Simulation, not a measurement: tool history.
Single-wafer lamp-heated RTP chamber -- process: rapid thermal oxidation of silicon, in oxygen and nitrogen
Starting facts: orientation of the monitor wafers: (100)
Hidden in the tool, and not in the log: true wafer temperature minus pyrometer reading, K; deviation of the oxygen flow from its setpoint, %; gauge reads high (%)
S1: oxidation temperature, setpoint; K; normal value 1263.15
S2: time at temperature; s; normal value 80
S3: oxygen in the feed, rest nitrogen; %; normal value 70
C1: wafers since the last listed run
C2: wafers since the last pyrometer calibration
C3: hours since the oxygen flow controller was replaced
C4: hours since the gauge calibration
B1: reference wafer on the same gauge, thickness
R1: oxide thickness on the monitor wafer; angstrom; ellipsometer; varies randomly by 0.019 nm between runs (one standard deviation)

{"run": 1, "day": 0.0, "S1": 1263.15, "S2": 80, "S3": 70, "C1": 0, "C2": 1987, "C3": 5471.2, "C4": 10.8, "B1": 5.83, "R1": 56.42}
{"run": 2, "day": 4.354, "S1": 1263.15, "S2": 80, "S3": 70, "C1": 736, "C2": 2723, "C3": 5575.7, "C4": 115.3, "B1": 5.825, "R1": 56.75}
{"run": 3, "day": 8.192, "S1": 1263.15, "S2": 51, "S3": 70, "C1": 649, "C2": 3372, "C3": 5667.8, "C4": 207.4, "B1": 5.831, "R1": 46.71}
{"run": 4, "day": 12.112, "S1": 1263.15, "S2": 80, "S3": 70, "C1": 663, "C2": 4035, "C3": 5761.9, "C4": 301.5, "B1": 5.829, "R1": 57.03}
{"day": 15.762, "done": "pyrometer window cleaned and pyrometer calibrated"}
{"run": 5, "day": 15.783, "S1": 1263.15, "S2": 80, "S3": 70, "C1": 564, "C2": 3, "C3": 5850, "C4": 389.6, "B1": 5.832, "R1": 56.45}
{"run": 6, "day": 18.896, "S1": 1263.15, "S2": 80, "S3": 70, "C1": 526, "C2": 530, "C3": 5924.7, "C4": 464.3, "B1": 5.832, "R1": 56.58}
{"day": 20.621, "done": "oxygen flow controller replaced"}
{"run": 7, "day": 22.483, "S1": 1263.15, "S2": 80, "S3": 70, "C1": 550, "C2": 1080, "C3": 44.7, "C4": 550.4, "B1": 5.831, "R1": 56.56}
{"run": 8, "day": 24.296, "S1": 1263.15, "S2": 47, "S3": 70, "C1": 306, "C2": 1387, "C3": 88.2, "C4": 593.9, "B1": 5.831, "R1": 45.23}
{"run": 9, "day": 28.321, "S1": 1263.15, "S2": 45, "S3": 89, "C1": 680, "C2": 2067, "C3": 184.8, "C4": 690.5, "B1": 5.829, "R1": 48.15}
{"day": 30.408, "done": "gauge calibrated"}
{"run": 10, "day": 31.242, "S1": 1263.15, "S2": 80, "S3": 70, "C1": 494, "C2": 2561, "C3": 254.9, "C4": 20, "B1": 5.826, "R1": 56.73}
{"run": 11, "day": 32.904, "S1": 1250.15, "S2": 54, "S3": 83, "C1": 281, "C2": 2842, "C3": 294.8, "C4": 59.9, "B1": 5.83, "R1": 46.09}
{"run": 12, "day": 34.738, "S1": 1278.15, "S2": 111, "S3": 98, "C1": 310, "C2": 3153, "C3": 338.8, "C4": 103.9, "B1": 5.831, "R1": 82.4}
{"run": 13, "day": 38.388, "S1": 1263.15, "S2": 80, "S3": 70, "C1": 617, "C2": 3770, "C3": 426.4, "C4": 191.5, "B1": 5.833, "R1": 57.27}
{"run": 14, "day": 42.188, "S1": 1254.15, "S2": 64, "S3": 85, "C1": 642, "C2": 4413, "C3": 517.6, "C4": 282.7, "B1": 5.831, "R1": 51.92}

Alternative continuations, all from the tool just after run 14; predict every row:
{"run": "A", "day": 42.208, "S1": 1263.15, "S2": 80, "S3": 70, "C1": 3, "C2": 4416, "C3": 518.1, "C4": 283.2, "B1": "?", "R1": "?"}
{"run": "B", "day": 42.208, "S1": 1237.15, "S2": 60, "S3": 95, "C1": 3, "C2": 4416, "C3": 518.1, "C4": 283.2, "B1": "?", "R1": "?"}
{"run": "C", "day": 42.208, "S1": 1243.15, "S2": 80, "S3": 79, "C1": 3, "C2": 4416, "C3": 518.1, "C4": 283.2, "B1": "?", "R1": "?"}
{"run": "D", "day": 42.208, "S1": 1263.15, "S2": 117, "S3": 70, "C1": 3, "C2": 4416, "C3": 518.1, "C4": 283.2, "B1": "?", "R1": "?"}

run=A B1=5.828 R1=57.42
run=B B1=5.828 R1=46.52
run=C B1=5.828 R1=51.66
run=D B1=5.828 R1=68
Without the tool's unlogged condition, the same runs would have read:
run=A R1=56.7
run=B R1=45.94
run=C R1=51.01
run=D R1=67.13
